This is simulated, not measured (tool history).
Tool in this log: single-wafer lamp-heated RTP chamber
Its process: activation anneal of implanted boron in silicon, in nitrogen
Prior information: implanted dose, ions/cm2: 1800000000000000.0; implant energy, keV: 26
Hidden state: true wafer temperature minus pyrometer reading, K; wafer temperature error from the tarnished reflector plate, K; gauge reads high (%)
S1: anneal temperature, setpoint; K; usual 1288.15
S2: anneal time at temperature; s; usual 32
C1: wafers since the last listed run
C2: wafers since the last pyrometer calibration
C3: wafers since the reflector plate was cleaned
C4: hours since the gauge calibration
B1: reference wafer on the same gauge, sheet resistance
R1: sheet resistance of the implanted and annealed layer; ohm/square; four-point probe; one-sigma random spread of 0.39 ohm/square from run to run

{"run": 1, "hour": 0.0, "S1": 1288.15, "S2": 32, "C1": 0, "C2": 3056, "C3": 12684, "C4": 581.1, "B1": 81.39, "R1": 84.75}
{"run": 2, "hour": 28.0, "S1": 1288.15, "S2": 32, "C1": 416, "C2": 3472, "C3": 13100, "C4": 609.1, "B1": 81.47, "R1": 84.24}
{"run": 3, "hour": 98.5, "S1": 1306.15, "S2": 45, "C1": 1048, "C2": 4521, "C3": 14149, "C4": 679.6, "B1": 81.6, "R1": 80.07}
{"hour": 165.2, "done": "reflector plate cleaned"}
{"run": 4, "hour": 165.7, "S1": 1306.15, "S2": 45, "C1": 880, "C2": 5402, "C3": 8, "C4": 746.8, "B1": 81.44, "R1": 79.77}
{"run": 5, "hour": 221.7, "S1": 1312.15, "S2": 32, "C1": 833, "C2": 6235, "C3": 841, "C4": 802.8, "B1": 81.49, "R1": 79.99}
{"hour": 236.9, "done": "pyrometer window cleaned and pyrometer calibrated"}
{"run": 6, "hour": 280.0, "S1": 1288.15, "S2": 32, "C1": 748, "C2": 640, "C3": 1589, "C4": 861.1, "B1": 81.44, "R1": 85.58}
{"run": 7, "hour": 326.3, "S1": 1288.15, "S2": 32, "C1": 688, "C2": 1329, "C3": 2278, "C4": 907.4, "B1": 81.46, "R1": 84.45}
{"run": 8, "hour": 361.6, "S1": 1288.15, "S2": 32, "C1": 525, "C2": 1854, "C3": 2803, "C4": 942.7, "B1": 81.45, "R1": 84.69}
{"run": 9, "hour": 407.4, "S1": 1288.15, "S2": 32, "C1": 681, "C2": 2535, "C3": 3484, "C4": 988.5, "B1": 81.47, "R1": 84.9}
{"run": 10, "hour": 444.3, "S1": 1288.15, "S2": 32, "C1": 548, "C2": 3084, "C3": 4033, "C4": 1025.4, "B1": 81.44, "R1": 84.43}
{"run": 11, "hour": 475.7, "S1": 1271.15, "S2": 32, "C1": 467, "C2": 3551, "C3": 4500, "C4": 1056.8, "B1": 81.52, "R1": 87.94}
{"run": 12, "hour": 515.7, "S1": 1271.15, "S2": 32, "C1": 595, "C2": 4146, "C3": 5095, "C4": 1096.8, "B1": 81.34, "R1": 87.69}
{"run": 13, "hour": 582.1, "S1": 1288.15, "S2": 46, "C1": 987, "C2": 5134, "C3": 6083, "C4": 1163.2, "B1": 81.51, "R1": 82.75}
{"run": 14, "hour": 612.6, "S1": 1288.15, "S2": 46, "C1": 453, "C2": 5588, "C3": 6537, "C4": 1193.7, "B1": 81.42, "R1": 82.77}
{"run": 15, "hour": 645.8, "S1": 1288.15, "S2": 46, "C1": 493, "C2": 6082, "C3": 7031, "C4": 1226.9, "B1": 81.48, "R1": 82.88}
{"hour": 666.4, "done": "gauge calibrated"}
{"run": 16, "hour": 696.7, "S1": 1274.15, "S2": 17, "C1": 757, "C2": 6839, "C3": 7788, "C4": 30.3, "B1": 81.52, "R1": 87.57}
{"hour": 817.6, "done": "pyrometer window cleaned and pyrometer calibrated"}
{"run": 17, "hour": 912.5, "S1": 1316.15, "S2": 25, "C1": 3091, "C2": 1412, "C3": 10879, "C4": 246.1, "B1": 81.57, "R1": 80.59}
{"run": 18, "hour": 959.2, "S1": 1288.15, "S2": 32, "C1": 694, "C2": 2107, "C3": 11574, "C4": 292.8, "B1": 81.54, "R1": 84.54}
{"run": 19, "hour": 990.9, "S1": 1265.15, "S2": 32, "C1": 471, "C2": 2578, "C3": 12046, "C4": 324.5, "B1": 81.63, "R1": 90.38}
{"run": 20, "hour": 1062.6, "S1": 1288.15, "S2": 49, "C1": 1066, "C2": 3645, "C3": 13112, "C4": 396.2, "B1": 81.5, "R1": 82.57}
{"run": 21, "hour": 1113.6, "S1": 1288.15, "S2": 45, "C1": 758, "C2": 4404, "C3": 13871, "C4": 447.2, "B1": 81.68, "R1": 83.16}
{"run": 22, "hour": 1172.4, "S1": 1269.15, "S2": 37, "C1": 874, "C2": 5278, "C3": 14746, "C4": 506, "B1": 81.45, "R1": 87.67}
{"hour": 1217.1, "done": "reflector plate cleaned"}
{"run": 23, "hour": 1239.0, "S1": 1288.15, "S2": 32, "C1": 871, "C2": 6150, "C3": 326, "C4": 572.6, "B1": 81.53, "R1": 83.16}
{"run": 24, "hour": 1307.4, "S1": 1288.15, "S2": 32, "C1": 1017, "C2": 7168, "C3": 1343, "C4": 641, "B1": 81.47, "R1": 83.45}
{"run": 25, "hour": 1352.1, "S1": 1288.15, "S2": 32, "C1": 664, "C2": 7833, "C3": 2008, "C4": 685.7, "B1": 81.49, "R1": 82.31}
{"hour": 1392.3, "done": "pyrometer window cleaned and pyrometer calibrated"}
{"run": 26, "hour": 1394.7, "S1": 1288.15, "S2": 20, "C1": 514, "C2": 34, "C3": 2523, "C4": 728.3, "B1": 81.26, "R1": 86.1}
{"run": 27, "hour": 1438.0, "S1": 1306.15, "S2": 17, "C1": 644, "C2": 679, "C3": 3167, "C4": 771.6, "B1": 81.52, "R1": 83.2}
{"run": 28, "hour": 1505.8, "S1": 1267.15, "S2": 47, "C1": 1008, "C2": 1687, "C3": 4176, "C4": 839.4, "B1": 81.4, "R1": 88.97}
{"run": 29, "hour": 1566.7, "S1": 1288.15, "S2": 32, "C1": 905, "C2": 2593, "C3": 5082, "C4": 900.3, "B1": 81.49, "R1": 84.49}
{"run": 30, "hour": 1593.5, "S1": 1306.15, "S2": 27, "C1": 398, "C2": 2992, "C3": 5481, "C4": 927.1, "B1": 81.66, "R1": 81.62}
{"run": 31, "hour": 1635.9, "S1": 1263.15, "S2": 48, "C1": 630, "C2": 3623, "C3": 6111, "C4": 969.5, "B1": 81.54, "R1": 88.78}
{"run": 32, "hour": 1706.4, "S1": 1266.15, "S2": 32, "C1": 1048, "C2": 4671, "C3": 7160, "C4": 1040, "B1": 81.44, "R1": 89.5}
{"run": 33, "hour": 1759.2, "S1": 1288.15, "S2": 32, "C1": 785, "C2": 5457, "C3": 7946, "C4": 1092.8, "B1": 81.31, "R1": 83.68}
{"run": 34, "hour": 1829.8, "S1": 1296.15, "S2": 32, "C1": 1050, "C2": 6507, "C3": 8996, "C4": 1163.4, "B1": 81.43, "R1": 81.92}
{"run": 35, "hour": 1860.5, "S1": 1288.15, "S2": 32, "C1": 456, "C2": 6964, "C3": 9453, "C4": 1194.1, "B1": 81.36, "R1": 83.46}
{"hour": 1917.7, "done": "pyrometer window cleaned and pyrometer calibrated"}
{"run": 36, "hour": 1929.2, "S1": 1259.15, "S2": 45, "C1": 903, "C2": 171, "C3": 10356, "C4": 1262.8, "B1": 81.44, "R1": 91.7}
{"run": 37, "hour": 1982.7, "S1": 1272.15, "S2": 15, "C1": 795, "C2": 967, "C3": 11152, "C4": 1316.3, "B1": 81.71, "R1": 91.69}
{"hour": 2009.3, "done": "gauge calibrated"}
{"run": 38, "hour": 2028.7, "S1": 1304.15, "S2": 19, "C1": 684, "C2": 1651, "C3": 11836, "C4": 19.4, "B1": 81.36, "R1": 83.23}

Each row is a separate what-if for the run after 38, all from the same tool condition, not one after another. Results?
{"run": "A", "hour": 2029.1, "S1": 1288.15, "S2": 25, "C1": 5, "C2": 1657, "C3": 11842, "C4": 19.8, "B1": "?", "R1": "?"}
{"run": "B", "hour": 2029.1, "S1": 1288.15, "S2": 21, "C1": 5, "C2": 1657, "C3": 11842, "C4": 19.8, "B1": "?", "R1": "?"}
{"run": "C", "hour": 2029.1, "S1": 1307.15, "S2": 20, "C1": 5, "C2": 1657, "C3": 11842, "C4": 19.8, "B1": "?", "R1": "?"}

run=A B1=81.38 R1=85.78
run=B B1=81.38 R1=86.29
run=C B1=81.38 R1=82.96
With no hidden state in the tool, these same runs would have given:
run=A R1=86.04
run=B R1=86.56
run=C R1=83.16

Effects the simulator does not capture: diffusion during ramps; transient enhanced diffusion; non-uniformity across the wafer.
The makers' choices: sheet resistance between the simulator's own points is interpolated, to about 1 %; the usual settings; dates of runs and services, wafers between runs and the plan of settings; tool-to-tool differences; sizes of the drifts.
